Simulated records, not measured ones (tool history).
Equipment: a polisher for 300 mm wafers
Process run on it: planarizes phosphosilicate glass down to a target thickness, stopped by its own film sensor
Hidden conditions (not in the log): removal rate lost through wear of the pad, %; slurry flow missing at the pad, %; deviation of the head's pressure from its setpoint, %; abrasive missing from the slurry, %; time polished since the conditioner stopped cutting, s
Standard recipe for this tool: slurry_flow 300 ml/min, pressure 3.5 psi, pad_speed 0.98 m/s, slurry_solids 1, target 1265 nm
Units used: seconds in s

run	hour	slurry_flow	pressure	pad_speed	slurry_solids	target	wafers since the last listed run	wafers polished on this pad	hours since the slurry nozzle was cleaned	hours since the head pressure was calibrated	hours since the slurry blender was calibrated	hours since the conditioning disc was replaced	incoming thickness of the incoming film, nm	seconds
1	0	300	2.7	0.98	1.2	1265	0	2309	159.4	1024.4	110.1	130.4	2332.1	117.1
# hour 72.4: head pressure recalibrated
2	92.8	300	3.5	0.98	1	1265	650	2960	252.2	20.4	202.9	223.2	2323.6	105.9
# hour 113.6: worn pad replaced by a new one
3	163.7	300	3.5	0.98	1	1265	479	358	323.1	91.3	273.8	294.1	2364.3	100.5
# hour 245.4: slurry nozzle cleaned
4	255.1	300	3.5	0.98	1	1086	647	1006	9.7	182.7	365.2	385.5	2309.8	115
5	318.1	300	3.5	0.98	1	1265	451	1457	72.7	245.7	428.2	448.5	2347.1	106
# hour 366.5: conditioning disc replaced and pad reconditioned
6	377.7	300	3.5	1.08	1	1265	412	1870	132.3	305.3	487.8	11.2	2323.1	96.7
# hour 410.2: slurry blender recalibrated
7	483.1	300	3.5	1.08	1	1265	740	2610	237.7	410.7	72.9	116.6	2382.9	103.8
8	579.6	300	3.5	1.08	1	1265	691	3302	334.2	507.2	169.4	213.1	2335.7	100.2
# hour 599: worn pad replaced by a new one
# hour 647.1: slurry nozzle cleaned
9	675.5	300	3.5	0.98	0.9	1265	651	540	28.4	603.1	265.3	309	2290.7	103.5
10	755.8	300	3.5	0.98	1	1004	575	1115	108.7	683.4	345.6	389.3	2363.7	135
# hour 841.7: conditioning disc replaced and pad reconditioned
11	844	300	3.5	0.98	1	1004	617	1733	196.9	771.6	433.8	2.3	2322.2	131.9
# hour 871.4: slurry blender recalibrated
# hour 900.8: head pressure recalibrated
12	912.7	260	4.5	0.72	1.2	1265	463	2196	265.6	11.9	41.3	71	2350.8	105.6
13	1012.3	300	3.5	0.98	1	1265	713	2910	365.2	111.5	140.9	170.6	2352.9	110
# hour 1061.1: worn pad replaced by a new one
14	1096.3	270	3.5	0.98	1	1506	573	252	449.2	195.5	224.9	254.6	2343.4	76.9
# hour 1170.5: slurry nozzle cleaned
# hour 1303.1: conditioning disc replaced and pad reconditioned
15	1348.7	300	2.5	0.98	1.15	964	1786	2038	178.2	447.9	477.3	45.6	2337.5	165.5
# hour 1374.3: slurry blender recalibrated
16	1444.5	300	4	0.98	1	1265	671	2710	274	543.7	70.2	141.4	2375.7	102.7
# hour 1549: worn pad replaced by a new one
17	1549.5	300	3.5	0.98	1	1265	723	3	379	648.7	175.2	246.4	2387.1	99.1
18	1624.8	300	2.6	0.76	0.75	1265	539	542	454.3	724	250.5	321.7	2348.6	184.2
# hour 1650.4: slurry nozzle cleaned
# hour 1700.8: conditioning disc replaced and pad reconditioned
19	1721.7	260	3.5	0.98	1	1265	672	1215	71.3	820.9	347.4	20.9	2299.1	101
20	1784.4	300	4	0.98	1	1122	449	1664	134	883.6	410.1	83.6	2315.3	105.8
# hour 1828: slurry blender recalibrated
21	1869.3	375	3.5	0.98	1	1265	593	2258	218.9	968.5	41.3	168.5	2351.8	104.7
22	1957	300	3.5	1.12	1	1585	628	2886	306.6	1056.2	129	256.2	2335.1	67.6
# hour 1968.4: head pressure recalibrated
# hour 1968.7: worn pad replaced by a new one
23	2045.7	300	2.6	1.22	0.9	1604	619	551	395.3	77.3	217.7	344.9	2358	77.6
# hour 2111.1: conditioning disc replaced and pad reconditioned
# hour 2146: slurry nozzle cleaned
24	2153.2	300	3.5	0.98	1	1265	748	1300	7.2	184.8	325.2	42.1	2379.1	107.8

Each row is a separate what-if for the run after 24, all from the same tool condition, not one after another. Results?
A	2153.7	300	3.5	0.98	1	1265	3	1303	7.7	185.3	325.7	42.6	2356.2	?
B	2153.7	365	4.4	0.84	1	1105	3	1303	7.7	185.3	325.7	42.6	2356.2	?
C	2153.7	265	3.5	0.98	0.9	985	3	1303	7.7	185.3	325.7	42.6	2356.2	?
D	2153.7	300	2.8	0.8	1.3	1265	3	1303	7.7	185.3	325.7	42.6	2356.2	?
E	2153.7	300	3.5	0.98	1	1047	3	1303	7.7	185.3	325.7	42.6	2356.2	?

run	seconds
A	106.1
B	113.6
C	143.9
D	128.3
E	127.3
With the hidden condition removed and each run's random variation left untouched, the same runs would have given:
run	seconds
A	95.6
B	102.3
C	129.6
D	115.6
E	114.7
